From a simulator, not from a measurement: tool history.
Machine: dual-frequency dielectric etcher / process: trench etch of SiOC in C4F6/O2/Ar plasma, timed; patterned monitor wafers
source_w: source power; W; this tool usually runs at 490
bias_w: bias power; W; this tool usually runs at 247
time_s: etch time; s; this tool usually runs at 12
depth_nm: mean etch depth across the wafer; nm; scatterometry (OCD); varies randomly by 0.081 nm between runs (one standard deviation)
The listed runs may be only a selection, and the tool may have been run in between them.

run     day  source_w  bias_w  time_s  wafers since the last listed run  hours since the last wet clean  hours since the last source power generator calibration  hours since the last bias power generator calibration  hours since the last upper electrode change  hours since the gauge calibration  read-back reference wafer on the same gauge, depth_nm  depth_nm
  1       0       490     247      12                                 0                           422.3                                                    881.5                                                  434.7                                       2588.3                              951.8                                                  30.09     32.27
  2   2.804       490     247      12                               711                           489.6                                                    948.8                                                    502                                       2655.6                             1019.1                                                  30.08     32.36
  3    5.65       490     247      12                               721                           557.9                                                   1017.1                                                  570.3                                       2723.9                             1087.4                                                  30.12     32.24
  4   8.588       490     247      12                               744                           628.4                                                   1087.6                                                  640.8                                       2794.4                             1157.9                                                  30.12     32.53
     11.217  -- upper electrode replaced
  5  12.288       490     247      12                               684                           717.2                                                   1176.4                                                  729.6                                         25.7                             1246.7                                                  30.12     32.34
     13.929  -- wet clean of the chamber
  6  14.583       490     247      12                               328                            15.7                                                   1231.5                                                  784.7                                         80.8                             1301.8                                                  30.15     32.45
  7  16.429       430     247      12                               468                              60                                                   1275.8                                                    829                                        125.1                             1346.1                                                  30.16     31.56
  8  20.154       490     247      15                               944                           149.4                                                   1365.2                                                  918.4                                        214.5                             1435.5                                                  30.18     40.46
  9  23.712       490     247      12                               902                           234.8                                                   1450.6                                                 1003.8                                        299.9                             1520.9                                                  30.21     32.43
 10  26.725       490     247      14                               763                           307.1                                                   1522.9                                                 1076.1                                        372.2                             1593.2                                                  30.22     37.99
 11  29.762       590     294      12                               770                             380                                                   1595.8                                                   1149                                        445.1                             1666.1                                                  30.24     35.98
 12  33.062       610     292      12                               836                           459.2                                                     1675                                                 1228.2                                        524.3                             1745.3                                                  30.25     36.06
     36.138  -- source power generator calibrated
 13  37.033       490     193      12                               964                           554.5                                                     21.5                                                 1323.5                                        619.6                             1840.6                                                  30.28     29.91
 14  38.912       490     247      12                               476                           599.6                                                     66.6                                                 1368.6                                        664.7                             1885.7                                                  30.27      32.5
     39.221  -- bias power generator calibrated
 15  41.817       490     247      12                               694                           669.3                                                    136.3                                                   62.3                                        734.4                             1955.4                                                   30.3     32.45
     45.783  -- wet clean of the chamber
 16  45.804       440     228      12                               757                             0.5                                                      232                                                    158                                        830.1                             2051.1                                                  30.32     31.15
     48.112  -- gauge calibrated
 17  50.371       600     218    10.5                              1158                           110.1                                                    341.6                                                  267.6                                        939.7                               54.2                                                  30.03     28.07
 18  53.812       430     222      14                               872                           192.7                                                    424.2                                                  350.2                                       1022.3                              136.8                                                     30     35.35
 19  55.967       490     275      12                               546                           244.4                                                    475.9                                                  401.9                                         1074                              188.5                                                  30.02     33.37
 20  59.671       440     228      12                               939                           333.3                                                    564.8                                                  490.8                                       1162.9                              277.4                                                  30.03     30.73
 21  62.746       490     247      12                               779                           407.1                                                    638.6                                                  564.6                                       1236.7                              351.2                                                  30.08     32.27
 22  66.079       380     247      13                               845                           487.1                                                    718.6                                                  644.6                                       1316.7                              431.2                                                  30.08     33.37
 23  70.038       490     247      12                              1003                           582.1                                                    813.6                                                  739.6                                       1411.7                              526.2                                                  30.13     32.28
     79.929  -- wet clean of the chamber
 24   79.95       380     299      14                              2260                             0.5                                                   1051.5                                                  977.5                                       1649.6                              764.1                                                  30.17     38.72
 25  83.471       580     213    14.5                               892                              85                                                     1136                                                   1062                                       1734.1                              848.6                                                  30.21     38.53

Expected results for the next run?
 26  85.562       590     299    14.5                               530                           135.2                                                   1186.2                                                 1112.2                                       1784.3                              898.8                                                      ?         ?

read-back reference wafer on the same gauge, depth_nm: 30.21
depth_nm: 43.61 nm
On a tool with no hidden condition, and with the same random variation, this run would have come out at depth_nm 43.19 nm.

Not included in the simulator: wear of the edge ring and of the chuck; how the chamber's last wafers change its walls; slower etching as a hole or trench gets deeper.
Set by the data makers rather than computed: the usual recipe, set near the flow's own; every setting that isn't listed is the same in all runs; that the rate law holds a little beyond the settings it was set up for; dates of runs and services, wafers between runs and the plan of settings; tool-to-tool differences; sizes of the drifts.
